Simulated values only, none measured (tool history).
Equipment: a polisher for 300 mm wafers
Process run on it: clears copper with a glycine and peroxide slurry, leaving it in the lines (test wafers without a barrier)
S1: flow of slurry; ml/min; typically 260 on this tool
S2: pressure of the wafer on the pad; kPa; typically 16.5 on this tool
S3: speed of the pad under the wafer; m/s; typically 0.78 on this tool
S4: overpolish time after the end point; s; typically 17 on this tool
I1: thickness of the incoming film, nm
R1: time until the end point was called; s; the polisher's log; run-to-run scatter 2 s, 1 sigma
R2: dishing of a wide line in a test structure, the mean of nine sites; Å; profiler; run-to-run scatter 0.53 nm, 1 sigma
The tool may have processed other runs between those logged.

run	hour	S1	S2	S3	S4	I1	R1	R2
1	0	260	16.5	0.78	17	469.8	111.1	439
2	64.2	260	13.1	0.78	17	470.9	129	389
3	105.9	260	13.1	0.78	17	462.9	126.2	385
4	154.9	260	13.1	0.78	17	468.2	127.4	396
5	252.6	260	16.5	0.78	13	463.2	117.5	334
# hour 339.1: worn pad replaced by a new one
6	340.3	260	16.5	0.78	13	475	119.9	333
7	400.9	325	16.5	0.78	17	472.5	117	406
8	482.2	260	16.5	0.78	17	462.9	117.4	414
9	527.5	260	16.5	0.78	17	471.4	124.5	406
# hour 543: slurry nozzle cleaned
# hour 599.7: head pressure recalibrated
10	635.4	260	16.5	0.78	17	464.6	124.5	410
11	714	260	16.5	0.78	17	466.9	125.3	401
12	762.7	260	16.5	0.78	17	470.2	119.2	396
13	807.8	260	16.5	0.78	17	466	122	387
14	896.4	260	16.5	0.78	17	479.3	127.3	401
15	982.3	260	17.9	0.86	10	473.1	113.3	282
16	1061.1	330	19.3	0.78	17	477.8	119	430
# hour 1097.3: worn pad replaced by a new one, repeated, since the last time left the tool worse
# hour 1190.6: slurry nozzle cleaned
# hour 1270.2: head pressure recalibrated
17	1340.4	260	17.9	0.86	10	471.8	100.4	308
18	1394.4	235	20.7	0.94	17	478.2	90.1	534
19	1434.5	260	13.1	0.78	17	463	120.5	395
20	1531.5	260	16.5	0.6	17	473.3	136.7	377
21	1608.2	310	16.5	0.7	23	465.4	120.3	514
# hour 1655.7: worn pad replaced by a new one
22	1674.8	330	19.3	0.64	13	474	117.2	346
23	1721.4	260	13.1	0.78	17	475.7	125.5	400
24	1763.4	260	16.5	0.78	17	468.3	106.8	443
# hour 1809.3: head pressure recalibrated
# hour 1823: slurry nozzle cleaned
25	1823.8	180	12.4	0.78	17	472.8	132.3	387
26	1915.4	285	22.1	0.64	17	472.4	110.7	446
27	2018.7	260	16.5	0.78	17	474.9	110.3	429
28	2120.5	260	17.9	0.86	10	464.7	96.5	304
29	2194.6	330	19.3	0.64	13	469.1	120.3	326
# hour 2213.6: worn pad replaced by a new one
30	2252.2	260	16.5	0.86	17	469.1	98	477
31	2358.8	260	14.5	0.78	10	465.6	116.5	257
32	2446.5	260	21.4	0.64	10	462.5	112.1	274
# hour 2470: head pressure recalibrated
# hour 2508.5: slurry nozzle cleaned
33	2511.8	260	16.5	0.52	17	477.8	151.7	346
34	2585	260	16.5	0.78	17	464.8	114.8	428
35	2631.3	260	12.4	0.78	17	473.5	129.8	384

Subtracting, for every run, the result it would have given without the tool's unlogged condition from the measured result gives the following. The same run-to-run variation enters both numbers; the gauge's scatter may not:
Hidden state present: removal rate lost through wear of the pad, %; slurry flow missing at the pad, %; deviation of the head's pressure from its setpoint, %.
run	R1	R2
1	+3.9	-13
2	+5.2	-14
3	+5.6	-15
4	+6.2	-16
5	+6.6	-17
6	+11.1	-29
7	+11.4	-35
8	+12.2	-39
9	+13.4	-40
10	+14.6	-44
11	+15.6	-47
12	+15.3	-48
13	+16.1	-48
14	+17.8	-53
15	+16.6	-43
16	+18.3	-63
17	+2.6	-7
18	+2.7	-13
19	+4.1	-12
20	+5.8	-14
21	+5.9	-20
22	+0.5	-1
23	+1	-3
24	+1.3	-5
25	+2.2	-6
26	+2.7	-10
27	+3.7	-12
28	+4.1	-12
29	+5.8	-14
30	+0.7	-3
31	+1.9	-4
32	+2.7	-6
33	+4.5	-10
34	+4.1	-13
35	+5.2	-13

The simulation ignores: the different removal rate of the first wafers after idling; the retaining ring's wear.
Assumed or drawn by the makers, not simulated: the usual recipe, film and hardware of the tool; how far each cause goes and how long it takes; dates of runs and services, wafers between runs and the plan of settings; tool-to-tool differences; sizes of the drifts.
